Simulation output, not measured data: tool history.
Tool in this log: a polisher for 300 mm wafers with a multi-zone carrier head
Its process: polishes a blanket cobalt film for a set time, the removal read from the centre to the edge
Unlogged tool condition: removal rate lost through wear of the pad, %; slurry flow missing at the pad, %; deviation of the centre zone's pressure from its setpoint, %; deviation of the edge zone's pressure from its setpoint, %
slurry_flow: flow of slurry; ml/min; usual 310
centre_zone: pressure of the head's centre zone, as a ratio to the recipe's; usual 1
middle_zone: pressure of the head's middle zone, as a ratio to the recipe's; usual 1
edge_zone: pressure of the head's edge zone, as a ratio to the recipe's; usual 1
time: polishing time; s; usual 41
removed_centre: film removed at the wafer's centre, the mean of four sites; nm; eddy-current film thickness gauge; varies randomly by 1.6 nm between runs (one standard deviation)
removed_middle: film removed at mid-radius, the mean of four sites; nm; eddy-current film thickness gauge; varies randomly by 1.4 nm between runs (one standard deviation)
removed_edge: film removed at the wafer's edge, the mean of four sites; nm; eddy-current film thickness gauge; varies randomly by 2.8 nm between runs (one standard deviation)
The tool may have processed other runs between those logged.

| run | hour | slurry_flow | centre_zone | middle_zone | edge_zone | time | wafers since the last listed run | wafers polished on this pad | hours since the slurry nozzle was cleaned | hours since the centre zone pressure was calibrated | hours since the edge zone pressure was calibrated | hours since the carrier head's membrane was replaced | incoming thickness of the incoming film, nm | removed_centre | removed_middle | removed_edge |
|---|---|---|---|---|---|---|---|---|---|---|---|---|---|---|---|---|
| 1 | 0 | 310 | 1 | 1 | 1 | 41 | 0 | 1399 | 380.1 | 299.2 | 95.4 | 896.1 | 680.2 | 193.9 | 184.7 | 187.3 |
| 2 | 70.9 | 310 | 1 | 1 | 1 | 41 | 763 | 2162 | 451 | 370.1 | 166.3 | 967 | 682.1 | 189.9 | 183.2 | 184.1 |
|  | 85.8 | slurry nozzle cleaned |
| 3 | 134.3 | 255 | 1 | 1.11 | 1.12 | 51 | 671 | 2834 | 48.5 | 433.5 | 229.7 | 1030.4 | 682.9 | 238.2 | 248.9 | 246.2 |
| 4 | 160.9 | 310 | 1 | 1 | 1 | 41 | 286 | 3121 | 75.1 | 460.1 | 256.3 | 1057 | 681.4 | 190.9 | 183.7 | 189.8 |
| 5 | 217.8 | 255 | 1 | 1 | 1 | 41 | 612 | 3733 | 132 | 517 | 313.2 | 1113.9 | 685.2 | 188.5 | 181.4 | 187.1 |
| 6 | 259.2 | 310 | 1 | 1 | 1 | 41 | 445 | 4179 | 173.4 | 558.4 | 354.6 | 1155.3 | 675.1 | 192.6 | 182.1 | 185.2 |
|  | 271.2 | worn pad replaced by a new one |
| 7 | 302.2 | 360 | 1 | 1 | 1 | 41 | 419 | 333 | 216.4 | 601.4 | 397.6 | 1198.3 | 682.3 | 195 | 187.8 | 186.8 |
| 8 | 335.9 | 345 | 1 | 1.08 | 1.09 | 41 | 362 | 696 | 250.1 | 635.1 | 431.3 | 1232 | 674.6 | 192.6 | 197.8 | 199.5 |
|  | 365.7 | carrier head's membrane replaced by a new one |
| 9 | 377.9 | 310 | 1.07 | 1.07 | 1 | 49 | 398 | 1095 | 292.1 | 677.1 | 473.3 | 12.2 | 689.4 | 247.9 | 235.4 | 227.9 |
| 10 | 441.5 | 310 | 1 | 1 | 1 | 41 | 684 | 1780 | 355.7 | 740.7 | 536.9 | 75.8 | 677.2 | 191.5 | 185.2 | 184.4 |
|  | 473.1 | slurry nozzle cleaned |
| 11 | 477.5 | 310 | 1 | 1.05 | 0.94 | 45 | 376 | 2157 | 4.4 | 776.7 | 572.9 | 111.8 | 679.4 | 212.5 | 210.8 | 195.4 |
| 12 | 519.5 | 310 | 1 | 0.91 | 1 | 32 | 452 | 2609 | 46.4 | 818.7 | 614.9 | 153.8 | 676.1 | 150.2 | 133.8 | 146.1 |
| 13 | 560.1 | 310 | 1 | 1 | 1 | 41 | 437 | 3046 | 87 | 859.3 | 655.5 | 194.4 | 683.1 | 195.6 | 183.8 | 188 |
|  | 613.7 | edge zone pressure recalibrated |
|  | 660.3 | worn pad replaced by a new one |
| 14 | 682.1 | 310 | 1 | 1 | 1 | 41 | 1249 | 235 | 209 | 981.3 | 68.4 | 316.4 | 671.5 | 193.7 | 183.2 | 187.3 |
|  | 719 | centre zone pressure recalibrated |
| 15 | 729.4 | 420 | 1 | 0.94 | 1.06 | 46 | 487 | 723 | 256.3 | 10.4 | 115.7 | 363.7 | 677.4 | 219.9 | 199.9 | 213.2 |
| 16 | 768.5 | 310 | 1 | 1 | 1 | 41 | 421 | 1144 | 295.4 | 49.5 | 154.8 | 402.8 | 669.2 | 189 | 183.3 | 188.7 |
| 17 | 801.9 | 220 | 0.9 | 0.92 | 1 | 35 | 359 | 1503 | 328.8 | 82.9 | 188.2 | 436.2 | 672.3 | 145.2 | 143.9 | 155.5 |
| 18 | 856.5 | 310 | 1 | 1 | 1 | 41 | 587 | 2091 | 383.4 | 137.5 | 242.8 | 490.8 | 674.8 | 191.5 | 184.2 | 186.1 |

What does the tool deliver on the next run?
| 19 | 926 | 310 | 1 | 0.97 | 1 | 41 | 748 | 2840 | 452.9 | 207 | 312.3 | 560.3 | 671.2 | ? | ? | ? |

Run 19 gave removed_centre 193.1 nm, removed_middle 178.3 nm, removed_edge 191.2 nm.
Take away the tool's hidden state, keep the run-to-run variation as it was, and the same run would have given removed_centre 193.1 nm, removed_middle 178.3 nm, removed_edge 191.2 nm.
